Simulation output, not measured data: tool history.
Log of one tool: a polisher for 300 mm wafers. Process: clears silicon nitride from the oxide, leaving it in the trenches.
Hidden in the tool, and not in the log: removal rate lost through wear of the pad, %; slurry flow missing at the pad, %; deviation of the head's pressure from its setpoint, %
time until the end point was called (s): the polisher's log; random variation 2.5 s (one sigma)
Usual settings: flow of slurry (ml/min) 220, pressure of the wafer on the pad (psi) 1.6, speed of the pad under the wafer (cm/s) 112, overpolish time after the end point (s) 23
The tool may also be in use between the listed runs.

run   hour  flow of slurry (ml/min)  pressure of the wafer on the pad (psi)  speed of the pad under the wafer (cm/s)  overpolish time after the end point (s)  wafers since the last listed run  wafers polished on this pad  hours since the slurry nozzle was cleaned  hours since the head pressure was calibrated  incoming thickness of the incoming film, nm  time until the end point was called (s)
  1    0.0                      220                                     1.6                                      112                                       23                                 0                          420                                       15.0                                        1427.8                                        100.0                                    173.7
  2   41.8                      220                                     1.6                                      112                                       23                               196                          616                                       56.8                                        1469.6                                        100.5                                    175.6
  3   55.6                      220                                     1.6                                      112                                       23                                64                          681                                       70.6                                        1483.4                                         99.3                                    177.0
  4   62.3                      220                                     1.6                                      112                                       23                                31                          712                                       77.3                                        1490.1                                        101.6                                    182.5
  5   79.5                      220                                     1.6                                      112                                       23                                80                          793                                       94.5                                        1507.3                                         99.6                                    177.3
      94.3  -- worn pad replaced by a new one
  6   94.8                      220                                     1.6                                      112                                       23                                52                            2                                      109.8                                        1522.6                                         99.7                                    160.3
  7  101.6                      220                                     1.6                                      112                                       23                                31                           34                                      116.6                                        1529.4                                        100.6                                    160.0
  8  117.4                      220                                     1.6                                      112                                       23                                74                          108                                      132.4                                        1545.2                                         99.7                                    159.9
     120.5  -- head pressure recalibrated
  9  132.5                      220                                     1.6                                      112                                       23                                61                          169                                      147.5                                          12.0                                        100.6                                    164.6
 10  138.6                      220                                     1.6                                      112                                       23                                28                          198                                      153.6                                          18.1                                         98.2                                    160.5
 11  152.7                      220                                     1.6                                      112                                       23                                66                          264                                      167.7                                          32.2                                        101.8                                    168.8
 12  165.3                      220                                     1.6                                      112                                       23                                59                          323                                      180.3                                          44.8                                         99.8                                    166.5
 13  179.4                      220                                     1.6                                      112                                       23                                66                          389                                      194.4                                          58.9                                        101.1                                    169.1
 14  196.8                      220                                     1.6                                      112                                       23                                81                          471                                      211.8                                          76.3                                        101.1                                    169.5
 15  210.7                      220                                     1.3                                      112                                       31                                65                          536                                      225.7                                          90.2                                         99.1                                    205.7
 16  228.5                      220                                     1.6                                      132                                       23                                83                          620                                      243.5                                         108.0                                         98.6                                    146.8
 17  242.5                      265                                     1.6                                      112                                       23                                65                          685                                      257.5                                         122.0                                         99.7                                    171.1
 18  255.9                      190                                     2.1                                      150                                       33                                62                          748                                      270.9                                         135.4                                        101.2                                    102.8
 19  270.8                      220                                     1.9                                      128                                       23                                69                          818                                      285.8                                         150.3                                         99.6                                    127.5
     285.7  -- worn pad replaced by a new one
 20  286.2                      220                                     1.2                                      150                                       28                                53                            2                                      301.2                                         165.7                                         98.5                                    156.3
     298.1  -- slurry nozzle cleaned
 21  298.6                      220                                     1.6                                      112                                       23                                53                           55                                        0.5                                         178.1                                         98.3                                    152.9
 22  304.4                      220                                     1.6                                      112                                       23                                27                           83                                        6.3                                         183.9                                        101.9                                    165.9
 23  310.4                      250                                     2.1                                       94                                       23                                28                          111                                       12.3                                         189.9                                        100.1                                    145.3
 24  324.5                      220                                     1.6                                      112                                       23                                66                          177                                       26.4                                         204.0                                         99.3                                    159.1
 25  337.0                      220                                     1.6                                      128                                       23                                58                          236                                       38.9                                         216.5                                        101.3                                    141.2
 26  346.8                      220                                     1.6                                      112                                       23                                45                          282                                       48.7                                         226.3                                        100.8                                    163.7
 27  363.3                      220                                     1.6                                      112                                       23                                77                          359                                       65.2                                         242.8                                         99.8                                    161.9
 28  370.6                      270                                     2.0                                      132                                       34                                34                          393                                       72.5                                         250.1                                        102.0                                    115.7
 29  385.1                      220                                     1.1                                      112                                       18                                67                          461                                       87.0                                         264.6                                         99.2                                    239.1

5 ways to go on from here, each from the tool as it stands after run 29. What would each give?
  A  385.6                      220                                     1.1                                      112                                       23                                 2                          463                                       87.5                                         265.1                                        101.2                                        ?
  B  385.6                      220                                     1.6                                       72                                       23                                 2                          463                                       87.5                                         265.1                                        101.2                                        ?
  C  385.6                      155                                     2.1                                       82                                       11                                 2                          463                                       87.5                                         265.1                                        101.2                                        ?
  D  385.6                      220                                     2.1                                      112                                       16                                 2                          463                                       87.5                                         265.1                                        101.2                                        ?
  E  385.6                      220                                     1.6                                      124                                       28                                 2                          463                                       87.5                                         265.1                                        101.2                                        ?

run  time until the end point was called (s)
  A                                    244.1
  B                                    261.1
  C                                    179.2
  D                                    127.9
  E                                    151.6
Without the tool's hidden state the same runs would have given:
run  time until the end point was called (s)
  A                                    228.7
  B                                    244.5
  C                                    167.8
  D                                    119.8
  E                                    142.0

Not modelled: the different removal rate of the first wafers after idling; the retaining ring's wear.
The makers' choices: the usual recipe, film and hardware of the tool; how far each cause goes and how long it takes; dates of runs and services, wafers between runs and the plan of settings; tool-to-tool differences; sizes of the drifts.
